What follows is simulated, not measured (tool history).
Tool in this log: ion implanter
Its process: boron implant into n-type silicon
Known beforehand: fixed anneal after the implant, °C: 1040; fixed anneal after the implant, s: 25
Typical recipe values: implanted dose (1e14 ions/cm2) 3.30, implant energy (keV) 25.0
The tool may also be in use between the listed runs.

run,day,implanted dose (1e14 ions/cm2),implant energy (keV),"read-back reference wafer on the same gauge, sheet resistance",sheet resistance of the implanted and annealed layer (ohm/square)
1,0.000,3.30,25.0,197.88,240.45
2,0.525,3.30,18.5,198.08,247.87
3,1.071,3.30,18.5,198.05,247.62
4,1.492,3.30,18.5,197.99,247.07
5,2.171,2.52,25.0,197.96,299.58
6,2.604,2.52,25.0,197.97,298.46
7,2.992,3.50,25.0,198.04,227.41
8,3.704,3.30,25.0,197.89,240.22
9,4.117,3.30,25.0,198.10,239.14
10,4.467,3.30,25.0,198.01,239.00
11,5.212,3.30,25.0,197.91,239.02
12,5.950,3.30,25.0,197.94,239.24
13,6.521,3.02,19.0,197.90,264.61
14,7.108,3.02,19.0,197.82,263.78
15,7.338,3.55,25.0,197.85,224.65
16,7.625,3.30,25.0,198.00,238.63
17,8.246,3.73,25.0,197.82,215.49
18,8.704,3.73,25.0,197.97,215.77
19,9.117,3.73,25.0,197.90,214.58
20,9.942,3.30,31.0,198.15,239.51
21,10.425,2.80,30.5,198.26,276.27
22,11.050,3.30,18.0,198.12,253.81
23,11.683,2.53,32.0,198.12,295.66
24,12.342,4.25,20.5,197.77,203.37
25,13.067,3.56,25.0,198.00,230.51
26,13.554,2.78,20.5,197.93,286.21
27,13.925,3.30,25.0,197.98,246.44
28,14.358,3.30,25.0,198.08,244.47
29,14.729,3.79,33.0,197.99,211.74
30,15.221,3.89,25.0,197.96,213.07
31,15.504,4.02,29.0,197.96,203.65
32,16.196,3.63,25.0,198.01,226.17
33,16.617,3.30,25.0,198.05,244.92
34,17.338,4.21,29.5,197.93,195.82
35,17.808,2.95,28.5,197.96,263.79
36,18.275,2.89,16.5,198.07,283.17
37,19.104,2.67,29.0,197.85,286.38
38,19.554,3.30,25.0,197.96,244.68

Not shown here: 3 entries made in the log between runs. Locate each between two listed runs and compare the hidden state at the listed run before it with the hidden state at the listed run after it:
Runs 13 to 14: extraction supply calibrated (day 7.088)
  deviation of the true dose from the Faraday cup's reading, %: 3.56 -> 3.62
  what was measured, less what the result would be without the hidden state, sheet resistance of the implanted and annealed layer (ohm/square): -7.71 -> -7.80
Runs 19 to 20: Faraday cup replaced and dose calibrated (day 9.921)
  deviation of the true dose from the Faraday cup's reading, %: 3.82 -> 0.0842
  what was measured, less what the result would be without the hidden state, sheet resistance of the implanted and annealed layer (ohm/square): -6.73 -> -0.16
Runs 21 to 22: gauge calibrated (day 10.817)
  deviation of the true dose from the Faraday cup's reading, %: 0.132 -> 0.195
  what was measured, less what the result would be without the hidden state, sheet resistance of the implanted and annealed layer (ohm/square): -0.30 -> -0.41
